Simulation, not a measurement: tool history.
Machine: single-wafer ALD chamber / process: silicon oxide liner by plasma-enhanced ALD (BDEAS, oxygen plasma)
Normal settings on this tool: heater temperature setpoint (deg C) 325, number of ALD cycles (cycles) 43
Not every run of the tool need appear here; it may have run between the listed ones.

| run | hour | heater temperature setpoint (deg C) | number of ALD cycles (cycles) | wafers since the last listed run | hours since the last thermocouple change | hours since the gauge calibration | read-back reference wafer on the same gauge, thickness_nm | mean film thickness on the monitor wafer (nm) |
|---|---|---|---|---|---|---|---|---|
| 1 | 0.0 | 325 | 46 | 0 | 869.8 | 103.4 | 3.008 | 3.910 |
| 2 | 11.7 | 325 | 46 | 72 | 881.5 | 115.1 | 3.006 | 3.886 |
| 3 | 19.7 | 325 | 46 | 49 | 889.5 | 123.1 | 3.007 | 3.921 |
| 4 | 35.9 | 325 | 41 | 100 | 905.7 | 139.3 | 3.009 | 3.476 |
| 5 | 42.6 | 325 | 41 | 41 | 912.4 | 146.0 | 3.010 | 3.504 |
| 6 | 54.2 | 325 | 41 | 72 | 924.0 | 157.6 | 3.011 | 3.477 |
| 7 | 68.6 | 325 | 40 | 89 | 938.4 | 172.0 | 3.013 | 3.413 |
| 8 | 82.4 | 325 | 40 | 85 | 952.2 | 185.8 | 3.015 | 3.398 |
| 9 | 96.5 | 325 | 50 | 87 | 966.3 | 199.9 | 3.016 | 4.281 |
| 10 | 127.5 | 317 | 49 | 192 | 997.3 | 230.9 | 3.019 | 4.235 |
| 11 | 142.2 | 325 | 43 | 91 | 1012.0 | 245.6 | 3.019 | 3.663 |
| 12 | 184.5 | 325 | 43 | 263 | 1054.3 | 287.9 | 3.023 | 3.685 |
| 13 | 199.2 | 325 | 43 | 91 | 1069.0 | 302.6 | 3.026 | 3.678 |
| 14 | 209.1 | 325 | 37 | 61 | 1078.9 | 312.5 | 3.027 | 3.163 |
| 15 | 221.7 | 325 | 37 | 78 | 1091.5 | 325.1 | 3.029 | 3.167 |
| 16 | 238.4 | 314 | 43 | 103 | 1108.2 | 341.8 | 3.031 | 3.754 |
| 17 | 256.0 | 314 | 43 | 109 | 1125.8 | 359.4 | 3.031 | 3.724 |
|  | 277.8 | thermocouple changed; heater temperature recalibrated |
| 18 | 278.3 | 325 | 43 | 88 | 0.5 | 381.7 | 3.032 | 3.660 |
| 19 | 284.7 | 325 | 43 | 39 | 6.9 | 388.1 | 3.036 | 3.680 |
| 20 | 300.8 | 325 | 43 | 100 | 23.0 | 404.2 | 3.036 | 3.676 |
| 21 | 318.5 | 334 | 51 | 110 | 40.7 | 421.9 | 3.038 | 4.291 |
| 22 | 330.5 | 325 | 43 | 74 | 52.7 | 433.9 | 3.040 | 3.703 |
| 23 | 353.7 | 325 | 43 | 144 | 75.9 | 457.1 | 3.043 | 3.674 |
|  | 354.5 | gauge calibrated |
| 24 | 370.8 | 337 | 39 | 106 | 93.0 | 16.3 | 2.987 | 3.223 |
| 25 | 387.1 | 319 | 48 | 101 | 109.3 | 32.6 | 2.988 | 4.074 |
| 26 | 404.9 | 332 | 49 | 110 | 127.1 | 50.4 | 2.990 | 4.080 |
| 27 | 413.6 | 325 | 43 | 54 | 135.8 | 59.1 | 2.991 | 3.650 |
| 28 | 427.6 | 312 | 43 | 87 | 149.8 | 73.1 | 2.995 | 3.714 |
| 29 | 444.0 | 325 | 43 | 102 | 166.2 | 89.5 | 2.994 | 3.637 |
| 30 | 461.0 | 339 | 50 | 105 | 183.2 | 106.5 | 2.995 | 4.151 |
| 31 | 477.5 | 315 | 40 | 102 | 199.7 | 123.0 | 2.999 | 3.440 |
| 32 | 486.9 | 314 | 40 | 58 | 209.1 | 132.4 | 3.000 | 3.437 |
| 33 | 501.4 | 339 | 36 | 90 | 223.6 | 146.9 | 3.000 | 2.982 |
| 34 | 508.1 | 325 | 38 | 41 | 230.3 | 153.6 | 3.001 | 3.222 |
| 35 | 524.0 | 320 | 35 | 98 | 246.2 | 169.5 | 3.002 | 2.993 |
| 36 | 537.6 | 336 | 50 | 84 | 259.8 | 183.1 | 3.004 | 4.172 |
| 37 | 549.1 | 313 | 50 | 71 | 271.3 | 194.6 | 3.005 | 4.321 |
| 38 | 564.5 | 325 | 43 | 95 | 286.7 | 210.0 | 3.007 | 3.661 |
| 39 | 573.1 | 330 | 43 | 53 | 295.3 | 218.6 | 3.010 | 3.638 |
| 40 | 585.8 | 318 | 43 | 78 | 308.0 | 231.3 | 3.009 | 3.706 |

5 options for the next run, each taken on its own from the tool as it stands now. Forecast them:
| A | 586.3 | 325 | 35 | 3 | 308.5 | 231.8 | ? | ? |
| B | 586.3 | 314 | 36 | 3 | 308.5 | 231.8 | ? | ? |
| C | 586.3 | 329 | 47 | 3 | 308.5 | 231.8 | ? | ? |
| D | 586.3 | 325 | 39 | 3 | 308.5 | 231.8 | ? | ? |
| E | 586.3 | 316 | 37 | 3 | 308.5 | 231.8 | ? | ? |

| run | read-back reference wafer on the same gauge, thickness_nm | mean film thickness on the monitor wafer (nm) |
|---|---|---|
| A | 3.008 | 2.966 |
| B | 3.008 | 3.106 |
| C | 3.008 | 3.956 |
| D | 3.008 | 3.304 |
| E | 3.008 | 3.182 |
Stripped of hidden state, with their random variation kept, the same runs would have yielded:
| run | mean film thickness on the monitor wafer (nm) |
|---|---|
| A | 2.947 |
| B | 3.086 |
| C | 3.931 |
| D | 3.283 |
| E | 3.161 |
